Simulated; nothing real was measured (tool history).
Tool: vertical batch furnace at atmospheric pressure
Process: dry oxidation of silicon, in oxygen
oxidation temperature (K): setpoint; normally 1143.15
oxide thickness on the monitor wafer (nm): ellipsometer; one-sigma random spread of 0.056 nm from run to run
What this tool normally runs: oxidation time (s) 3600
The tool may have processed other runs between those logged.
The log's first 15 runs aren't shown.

| run | hour | oxidation temperature (K) | oxidation time (s) | read-back reference wafer on the same gauge, thickness | oxide thickness on the monitor wafer (nm) |
|---|---|---|---|---|---|
| 16 | 403.8 | 1143.15 | 3600 | 28.61 | 27.01 |
|  | 408.8 | gauge calibrated |
| 17 | 415.2 | 1143.15 | 3600 | 28.61 | 27.04 |
| 18 | 430.2 | 1143.15 | 3600 | 28.60 | 27.04 |
| 19 | 460.3 | 1158.15 | 2310 | 28.59 | 25.72 |
| 20 | 488.5 | 1143.15 | 4320 | 28.59 | 28.33 |
| 21 | 514.5 | 1143.15 | 3600 | 28.62 | 27.03 |
| 22 | 539.5 | 1126.15 | 2370 | 28.60 | 23.66 |
| 23 | 575.4 | 1157.15 | 4290 | 28.60 | 30.06 |
| 24 | 594.7 | 1130.15 | 2070 | 28.62 | 23.34 |
| 25 | 617.1 | 1143.15 | 3600 | 28.58 | 27.07 |
| 26 | 646.5 | 1164.15 | 5370 | 28.59 | 33.79 |
| 27 | 675.8 | 1143.15 | 3600 | 28.58 | 26.99 |

The next listed run, before its measurement:
| 28 | 706.2 | 1135.15 | 4050 | ? | ? |

read-back reference wafer on the same gauge, thickness: 28.59
oxide thickness on the monitor wafer (nm): 26.86
Minus the tool's unlogged condition, the same run would have read oxide thickness on the monitor wafer (nm) 26.86.
